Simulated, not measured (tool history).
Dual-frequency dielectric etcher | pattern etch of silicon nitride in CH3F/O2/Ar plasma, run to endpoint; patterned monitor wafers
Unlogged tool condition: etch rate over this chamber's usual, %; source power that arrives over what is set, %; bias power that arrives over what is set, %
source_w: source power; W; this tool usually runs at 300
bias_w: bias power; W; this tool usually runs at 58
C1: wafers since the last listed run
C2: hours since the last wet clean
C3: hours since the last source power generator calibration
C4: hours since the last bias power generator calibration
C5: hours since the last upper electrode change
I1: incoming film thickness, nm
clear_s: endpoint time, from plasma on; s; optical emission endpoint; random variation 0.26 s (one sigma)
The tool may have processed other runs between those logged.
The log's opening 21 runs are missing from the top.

Run 22, hour 1091.3: usual settings; C1 605; C2 380.2; C3 377; C4 646.1; C5 92.4; I1 37.9. Result: clear_s 65.1 s.
Run 23, hour 1132: usual settings but source_w 360 W; C1 373; C2 420.9; C3 417.7; C4 686.8; C5 133.1; I1 38.27. Result: clear_s 60.1 s.
Run 24, hour 1177.2: usual settings but source_w 220 W, bias_w 64 W; C1 414; C2 466.1; C3 462.9; C4 732; C5 178.3; I1 38.4. Result: clear_s 74.5 s.
At hour 1295.5: wet clean of the chamber.
Run 25, hour 1308.2: usual settings but source_w 260 W, bias_w 51 W; C1 982; C2 12.7; C3 593.9; C4 863; C5 309.3; I1 38.16. Result: clear_s 71.6 s.
Run 26, hour 1334.3: usual settings but bias_w 55 W; C1 239; C2 38.8; C3 620; C4 889.1; C5 335.4; I1 38.45. Result: clear_s 66.2 s.
Run 27, hour 1361.2: usual settings but source_w 330 W, bias_w 63 W; C1 246; C2 65.7; C3 646.9; C4 916; C5 362.3; I1 38.18. Result: clear_s 60.5 s.
Run 28, hour 1396.9: usual settings; C1 327; C2 101.4; C3 682.6; C4 951.7; C5 398; I1 38.24. Result: clear_s 65.4 s.
Run 29, hour 1462.2: usual settings but bias_w 63 W; C1 599; C2 166.7; C3 747.9; C4 1017; C5 463.3; I1 37.84. Result: clear_s 62.7 s.
Run 30, hour 1525.1: usual settings but source_w 350 W, bias_w 66 W; C1 577; C2 229.6; C3 810.8; C4 1079.9; C5 526.2; I1 38.23. Result: clear_s 58.3 s.
Run 31, hour 1550.1: usual settings; C1 229; C2 254.6; C3 835.8; C4 1104.9; C5 551.2; I1 38.27. Result: clear_s 65.2 s.
Run 32, hour 1698.6: usual settings but source_w 240 W, bias_w 71 W; C1 1362; C2 403.1; C3 984.3; C4 1253.4; C5 699.7; I1 38.29. Result: clear_s 68.6 s.
Run 33, hour 1728.8: usual settings but source_w 260 W, bias_w 47 W; C1 277; C2 433.3; C3 1014.5; C4 1283.6; C5 729.9; I1 38.17. Result: clear_s 73.2 s.
At hour 1780.1: wet clean of the chamber.
Run 34, hour 1784: usual settings but source_w 340 W, bias_w 52 W; C1 286; C2 3.9; C3 1069.7; C4 1338.8; C5 785.1; I1 38.17. Result: clear_s 62.6 s.
Run 35, hour 1830.5: usual settings but source_w 270 W, bias_w 64 W; C1 426; C2 50.4; C3 1116.2; C4 1385.3; C5 831.6; I1 38.39. Result: clear_s 65.8 s.
Run 36, hour 1883.2: usual settings; C1 483; C2 103.1; C3 1168.9; C4 1438; C5 884.3; I1 37.99. Result: clear_s 64 s.

Each row is a separate what-if for the run after 36, all from the same tool condition, not one after another. Results?
Run A, hour 1883.6: usual settings; C1 3; C2 103.5; C3 1169.3; C4 1438.4; C5 884.7; I1 38.51. Result: clear_s ?.
Run B, hour 1883.6: usual settings but bias_w 72 W; C1 3; C2 103.5; C3 1169.3; C4 1438.4; C5 884.7; I1 38.51. Result: clear_s ?.
Run C, hour 1883.6: usual settings but source_w 370 W, bias_w 48 W; C1 3; C2 103.5; C3 1169.3; C4 1438.4; C5 884.7; I1 38.51. Result: clear_s ?.

run  clear_s
  A     64.6
  B     60.8
  C     61.5
What these runs would have given with no unlogged condition in the tool:
run  clear_s
  A     65.3
  B     61.4
  C     62.2
